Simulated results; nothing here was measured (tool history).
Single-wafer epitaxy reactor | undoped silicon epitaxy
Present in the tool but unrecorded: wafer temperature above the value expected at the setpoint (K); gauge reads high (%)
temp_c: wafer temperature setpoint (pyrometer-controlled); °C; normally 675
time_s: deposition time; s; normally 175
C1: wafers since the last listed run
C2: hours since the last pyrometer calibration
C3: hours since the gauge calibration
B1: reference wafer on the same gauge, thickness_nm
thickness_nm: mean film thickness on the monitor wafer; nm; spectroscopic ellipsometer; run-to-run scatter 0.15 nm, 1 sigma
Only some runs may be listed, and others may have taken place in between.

{"run": 1, "hour": 0.0, "temp_c": 675, "time_s": 193, "C1": 0, "C2": 548.7, "C3": 441.2, "B1": 40.96, "thickness_nm": 52.748}
{"run": 2, "hour": 169.9, "temp_c": 675, "time_s": 175, "C1": 1140, "C2": 718.6, "C3": 611.1, "B1": 40.962, "thickness_nm": 47.819}
{"run": 3, "hour": 241.6, "temp_c": 681, "time_s": 154, "C1": 481, "C2": 790.3, "C3": 682.8, "B1": 40.882, "thickness_nm": 48.132}
{"run": 4, "hour": 307.9, "temp_c": 675, "time_s": 175, "C1": 444, "C2": 856.6, "C3": 749.1, "B1": 40.944, "thickness_nm": 47.634}
{"run": 5, "hour": 367.5, "temp_c": 675, "time_s": 175, "C1": 399, "C2": 916.2, "C3": 808.7, "B1": 40.929, "thickness_nm": 47.362}
{"run": 6, "hour": 429.3, "temp_c": 675, "time_s": 175, "C1": 414, "C2": 978.0, "C3": 870.5, "B1": 40.852, "thickness_nm": 47.394}
{"hour": 453.6, "done": "gauge calibrated"}
{"run": 7, "hour": 470.4, "temp_c": 675, "time_s": 175, "C1": 275, "C2": 1019.1, "C3": 16.8, "B1": 40.947, "thickness_nm": 47.289}
{"run": 8, "hour": 501.8, "temp_c": 675, "time_s": 175, "C1": 210, "C2": 1050.5, "C3": 48.2, "B1": 40.818, "thickness_nm": 47.277}
{"run": 9, "hour": 568.9, "temp_c": 675, "time_s": 175, "C1": 450, "C2": 1117.6, "C3": 115.3, "B1": 40.818, "thickness_nm": 47.458}
{"run": 10, "hour": 628.9, "temp_c": 675, "time_s": 175, "C1": 402, "C2": 1177.6, "C3": 175.3, "B1": 40.902, "thickness_nm": 47.129}
{"run": 11, "hour": 694.8, "temp_c": 669, "time_s": 204, "C1": 442, "C2": 1243.5, "C3": 241.2, "B1": 40.842, "thickness_nm": 47.782}
{"hour": 744.0, "done": "pyrometer calibrated"}
{"run": 12, "hour": 765.1, "temp_c": 661, "time_s": 208, "C1": 418, "C2": 21.1, "C3": 311.5, "B1": 40.879, "thickness_nm": 38.768}
{"run": 13, "hour": 834.8, "temp_c": 675, "time_s": 175, "C1": 467, "C2": 90.8, "C3": 381.2, "B1": 40.9, "thickness_nm": 45.042}
{"run": 14, "hour": 894.4, "temp_c": 666, "time_s": 163, "C1": 399, "C2": 150.4, "C3": 440.8, "B1": 40.923, "thickness_nm": 33.723}
{"run": 15, "hour": 961.2, "temp_c": 675, "time_s": 160, "C1": 448, "C2": 217.2, "C3": 507.6, "B1": 40.927, "thickness_nm": 40.92}
{"hour": 969.8, "done": "pyrometer calibrated, repeated, since the last time left the tool worse"}
{"run": 16, "hour": 1008.2, "temp_c": 685, "time_s": 146, "C1": 261, "C2": 38.4, "C3": 554.6, "B1": 40.898, "thickness_nm": 51.242}
{"run": 17, "hour": 1036.3, "temp_c": 675, "time_s": 175, "C1": 188, "C2": 66.5, "C3": 582.7, "B1": 40.879, "thickness_nm": 48.6}
{"run": 18, "hour": 1101.9, "temp_c": 675, "time_s": 165, "C1": 440, "C2": 132.1, "C3": 648.3, "B1": 40.933, "thickness_nm": 45.731}

Some steps in thickness_nm, run to run, broken into two amounts with sign: the step expected even without the hidden condition (settings, incoming material, random variation), and the rest, left for the hidden condition together with whatever gauge scatter is not in both the measured and the hidden-condition-free result:
Run 13 -> 14: temp_c 675 -> 666, time_s 175 -> 163. thickness_nm -11.319 nm: hidden state +0.760, all else -12.079.
Run 15 -> 16: temp_c 675 -> 685, time_s 160 -> 146, pyrometer calibrated, repeated, since the last time left the tool worse. thickness_nm +10.322 nm: hidden state +3.513, all else +6.809.

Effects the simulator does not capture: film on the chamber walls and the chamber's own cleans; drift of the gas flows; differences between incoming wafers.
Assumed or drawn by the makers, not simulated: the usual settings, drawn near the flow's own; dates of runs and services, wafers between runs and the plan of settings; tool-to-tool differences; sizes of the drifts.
